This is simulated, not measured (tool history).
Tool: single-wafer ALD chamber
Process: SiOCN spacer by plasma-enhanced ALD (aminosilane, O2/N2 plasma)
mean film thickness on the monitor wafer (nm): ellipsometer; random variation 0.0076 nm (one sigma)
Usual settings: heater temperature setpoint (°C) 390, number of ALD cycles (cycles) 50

run     day  heater temperature setpoint (°C)  number of ALD cycles (cycles)  wafers since the last listed run  hours since the last thermocouple change  hours since the gauge calibration  read-back reference wafer on the same gauge, thickness_nm  mean film thickness on the monitor wafer (nm)
  1       0                               398                             50                                 0                                    1411.9                               16.2                                                      3.019                                          3.037
  2   0.729                               390                             53                                69                                    1429.4                               33.7                                                      3.018                                           3.23
  3   1.325                               390                             53                                56                                    1443.7                                 48                                                      3.007                                          3.211
  4   1.946                               390                             53                                58                                    1458.6                               62.9                                                      3.007                                          3.198
  5   2.629                               379                             50                                64                                      1475                               79.3                                                      3.007                                          3.024
  6   3.379                               379                             50                                70                                      1493                               97.3                                                      3.004                                          3.021
  7   4.092                               390                             50                                67                                    1510.1                              114.4                                                      2.998                                          3.018
  8   4.621                               390                             50                                50                                    1522.8                              127.1                                                      2.998                                          3.013
  9   5.012                               390                             50                                37                                    1532.2                              136.5                                                      2.997                                              3
 10   5.275                               393                             42                                24                                    1538.5                              142.8                                                      2.995                                          2.531
 11   5.904                               393                             42                                59                                    1553.6                              157.9                                                      2.995                                           2.53
 12   6.629                               393                             42                                68                                      1571                              175.3                                                      2.996                                           2.53
 13   7.167                               390                             50                                50                                    1583.9                              188.2                                                      2.993                                          2.999
      8.008  -- thermocouple changed; heater temperature recalibrated
 14   8.029                               390                             50                                50                                       0.5                              208.9                                                      2.994                                          3.008
 15   8.171                               393                             50                                13                                       3.9                              212.3                                                      2.995                                          3.015
 16   8.838                               393                             50                                63                                      19.9                              228.3                                                       2.99                                          3.007
 17   9.458                               380                             43                                58                                      34.8                              243.2                                                      2.992                                          2.579
 18  10.183                               380                             43                                68                                      52.2                              260.6                                                      2.994                                          2.589
 19  10.812                               390                             50                                59                                      67.3                              275.7                                                      2.993                                          3.006
 20  11.167                               390                             50                                33                                      75.8                              284.2                                                       2.99                                          3.006
     11.388  -- gauge calibrated
 21  11.517                               390                             50                                33                                      84.2                                3.1                                                      3.016                                          3.047
 22  11.925                               390                             50                                38                                        94                               12.9                                                      3.011                                          3.023
 23  12.321                               399                             41                                37                                     103.5                               22.4                                                      3.007                                          2.486
 24  12.675                               397                             50                                33                                       112                               30.9                                                      3.007                                          3.015
 25  13.396                               390                             60                                68                                     129.3                               48.2                                                      3.003                                            3.6
 26  13.896                               405                             47                                47                                     141.3                               60.2                                                      2.997                                          2.806
 27  14.562                               390                             50                                63                                     157.3                               76.2                                                      2.998                                          3.011
 28  14.883                               393                             42                                30                                       165                               83.9                                                      2.989                                           2.53
 29  15.154                               390                             50                                25                                     171.5                               90.4                                                      2.993                                          3.009
 30  15.754                               384                             47                                56                                     185.9                              104.8                                                      2.993                                           2.81
 31  16.417                               390                             44                                62                                     201.8                              120.7                                                      2.988                                          2.641
 32  16.979                               390                             50                                53                                     215.3                              134.2                                                      2.987                                          3.008
 33  17.475                               378                             50                                46                                     227.2                              146.1                                                      2.985                                              3
 34  18.158                               381                             50                                64                                     243.6                              162.5                                                      2.985                                          2.999
 35  18.417                               398                             58                                24                                     249.8                              168.7                                                      2.987                                          3.479
 36  18.838                               380                             50                                39                                     259.9                              178.8                                                      2.979                                          3.006
 37  19.533                               378                             57                                65                                     276.6                              195.5                                                      2.981                                           3.41
 38  20.154                               390                             50                                58                                     291.5                              210.4                                                      2.983                                          2.995
 39   20.85                               390                             50                                65                                     308.2                              227.1                                                      2.982                                          2.992
 40  21.188                               390                             42                                31                                     316.3                              235.2                                                      2.981                                          2.531
 41  21.546                               390                             50                                33                                     324.9                              243.8                                                      2.981                                          3.002
 42  21.804                               377                             53                                24                                     331.1                                250                                                       2.98                                          3.173
 43  22.096                               399                             57                                27                                     338.1                                257                                                      2.983                                           3.43

Forecast each of these 5 alternatives for the next run:
  A  22.117                               390                             46                                 1                                     338.6                              257.5                                                          ?                                              ?
  B  22.117                               381                             59                                 1                                     338.6                              257.5                                                          ?                                              ?
  C  22.117                               385                             57                                 1                                     338.6                              257.5                                                          ?                                              ?
  D  22.117                               385                             60                                 1                                     338.6                              257.5                                                          ?                                              ?
  E  22.117                               390                             54                                 1                                     338.6                              257.5                                                          ?                                              ?

run  read-back reference wafer on the same gauge, thickness_nm  mean film thickness on the monitor wafer (nm)
  A                                                      2.977                                          2.752
  B                                                      2.977                                           3.53
  C                                                      2.977                                           3.41
  D                                                      2.977                                           3.59
  E                                                      2.977                                          3.231
Without the tool's hidden state the same runs would have given:
run  mean film thickness on the monitor wafer (nm)
  A                                          2.788
  B                                          3.576
  C                                          3.455
  D                                          3.637
  E                                          3.273
